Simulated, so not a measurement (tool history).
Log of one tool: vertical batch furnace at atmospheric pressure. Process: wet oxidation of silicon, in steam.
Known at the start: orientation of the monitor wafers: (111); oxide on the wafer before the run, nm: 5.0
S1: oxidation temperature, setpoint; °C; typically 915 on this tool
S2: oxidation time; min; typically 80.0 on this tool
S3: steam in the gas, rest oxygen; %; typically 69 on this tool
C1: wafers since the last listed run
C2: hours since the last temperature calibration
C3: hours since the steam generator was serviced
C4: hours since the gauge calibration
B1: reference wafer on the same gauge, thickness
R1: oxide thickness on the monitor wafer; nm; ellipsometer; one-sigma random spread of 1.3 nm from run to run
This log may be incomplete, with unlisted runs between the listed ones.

| run | day | S1 | S2 | S3 | C1 | C2 | C3 | C4 | B1 | R1 |
|---|---|---|---|---|---|---|---|---|---|---|
| 1 | 0.000 | 898 | 80.0 | 69 | 0 | 708.0 | 664.3 | 745.0 | 313.64 | 213.87 |
| 2 | 0.938 | 898 | 80.0 | 69 | 284 | 730.5 | 686.8 | 767.5 | 313.80 | 214.32 |
| 3 | 1.554 | 898 | 80.0 | 69 | 186 | 745.3 | 701.6 | 782.3 | 314.03 | 214.51 |
| 4 | 2.246 | 915 | 80.0 | 69 | 209 | 761.9 | 718.2 | 798.9 | 313.97 | 257.27 |
| 5 | 3.425 | 915 | 80.0 | 69 | 357 | 790.2 | 746.5 | 827.2 | 313.98 | 257.88 |
| 6 | 7.783 | 906 | 99.5 | 69 | 1320 | 894.8 | 851.1 | 931.8 | 314.24 | 279.18 |
| 7 | 8.675 | 906 | 99.5 | 69 | 270 | 916.2 | 872.5 | 953.2 | 313.62 | 273.77 |
| 8 | 10.158 | 915 | 80.0 | 69 | 449 | 951.8 | 908.1 | 988.8 | 314.12 | 255.11 |
| 9 | 11.188 | 915 | 80.0 | 69 | 311 | 976.5 | 932.8 | 1013.5 | 313.93 | 255.64 |
| 10 | 11.812 | 915 | 55.5 | 69 | 189 | 991.5 | 947.8 | 1028.5 | 314.08 | 193.19 |
| 11 | 12.971 | 915 | 55.5 | 69 | 351 | 1019.3 | 975.6 | 1056.3 | 314.02 | 192.29 |
| 12 | 14.129 | 915 | 55.5 | 69 | 351 | 1047.1 | 1003.4 | 1084.1 | 314.01 | 192.50 |
| 13 | 15.067 | 915 | 80.0 | 69 | 284 | 1069.6 | 1025.9 | 1106.6 | 314.13 | 255.91 |
| 14 | 16.342 | 915 | 80.0 | 69 | 386 | 1100.2 | 1056.5 | 1137.2 | 314.07 | 254.36 |
| 15 | 17.379 | 915 | 80.0 | 69 | 314 | 1125.1 | 1081.4 | 1162.1 | 314.21 | 255.61 |
|  | 17.475 | gauge calibrated |
| 16 | 18.179 | 915 | 80.0 | 69 | 242 | 1144.3 | 1100.6 | 16.9 | 313.96 | 257.56 |
| 17 | 19.354 | 915 | 80.0 | 69 | 356 | 1172.5 | 1128.8 | 45.1 | 313.93 | 256.04 |
| 18 | 22.738 | 915 | 71.5 | 69 | 1025 | 1253.7 | 1210.0 | 126.3 | 313.96 | 234.21 |
| 19 | 23.683 | 901 | 80.0 | 69 | 286 | 1276.4 | 1232.7 | 149.0 | 313.99 | 220.15 |
|  | 26.479 | steam generator serviced |
| 20 | 26.721 | 938 | 57.5 | 65 | 617 | 1349.3 | 5.8 | 221.9 | 314.31 | 226.83 |
| 21 | 27.825 | 899 | 80.0 | 62 | 334 | 1375.8 | 32.3 | 248.4 | 314.14 | 192.48 |
| 22 | 29.179 | 939 | 41.5 | 73 | 410 | 1408.3 | 64.8 | 280.9 | 313.88 | 194.34 |
| 23 | 30.633 | 915 | 80.0 | 69 | 440 | 1443.2 | 99.7 | 315.8 | 314.19 | 249.43 |
|  | 32.650 | thermocouples replaced and temperature profile calibrated |
| 24 | 32.671 | 938 | 100.0 | 65 | 314 | 0.5 | 148.6 | 364.7 | 314.06 | 335.01 |
| 25 | 32.892 | 915 | 80.0 | 69 | 66 | 5.8 | 153.9 | 370.0 | 313.60 | 247.14 |
| 26 | 33.946 | 890 | 80.0 | 69 | 319 | 31.1 | 179.2 | 395.3 | 313.72 | 185.96 |
| 27 | 34.971 | 915 | 111.5 | 61 | 310 | 55.7 | 203.8 | 419.9 | 314.19 | 288.44 |
| 28 | 35.854 | 915 | 80.0 | 58 | 267 | 76.9 | 225.0 | 441.1 | 314.08 | 215.33 |
|  | 37.104 | steam generator serviced, repeated, since the last time left the tool worse |
| 29 | 37.125 | 932 | 49.0 | 75 | 82 | 107.4 | 0.5 | 471.6 | 314.11 | 224.40 |
| 30 | 37.400 | 915 | 80.0 | 59 | 83 | 114.0 | 7.1 | 478.2 | 313.81 | 232.14 |
| 31 | 38.142 | 897 | 80.0 | 60 | 224 | 131.8 | 24.9 | 496.0 | 314.23 | 194.30 |
| 32 | 39.254 | 915 | 80.0 | 69 | 337 | 158.5 | 51.6 | 522.7 | 314.09 | 261.11 |
| 33 | 40.046 | 915 | 80.0 | 69 | 239 | 177.5 | 70.6 | 541.7 | 314.01 | 260.14 |
| 34 | 41.121 | 915 | 103.5 | 72 | 325 | 203.3 | 96.4 | 567.5 | 314.43 | 324.28 |
| 35 | 42.521 | 915 | 80.0 | 69 | 424 | 236.9 | 130.0 | 601.1 | 313.83 | 261.00 |
| 36 | 43.592 | 915 | 80.0 | 69 | 324 | 262.6 | 155.7 | 626.8 | 313.84 | 260.85 |

5 options for the next run, each taken on its own from the tool as it stands now. Forecast them:
| A | 43.817 | 915 | 80.0 | 79 | 68 | 268.0 | 161.1 | 632.2 | ? | ? |
| B | 43.817 | 926 | 80.0 | 69 | 68 | 268.0 | 161.1 | 632.2 | ? | ? |
| C | 43.817 | 936 | 97.5 | 73 | 68 | 268.0 | 161.1 | 632.2 | ? | ? |
| D | 43.817 | 904 | 47.0 | 75 | 68 | 268.0 | 161.1 | 632.2 | ? | ? |
| E | 43.817 | 905 | 96.5 | 69 | 68 | 268.0 | 161.1 | 632.2 | ? | ? |

| run | B1 | R1 |
|---|---|---|
| A | 313.93 | 288.24 |
| B | 313.93 | 286.93 |
| C | 313.93 | 373.16 |
| D | 313.93 | 162.56 |
| E | 313.93 | 272.22 |
The same runs, with their run-to-run variation unchanged, on a tool lacking any hidden condition would have given:
| run | R1 |
|---|---|
| A | 294.38 |
| B | 292.96 |
| C | 380.58 |
| D | 166.34 |
| E | 278.15 |
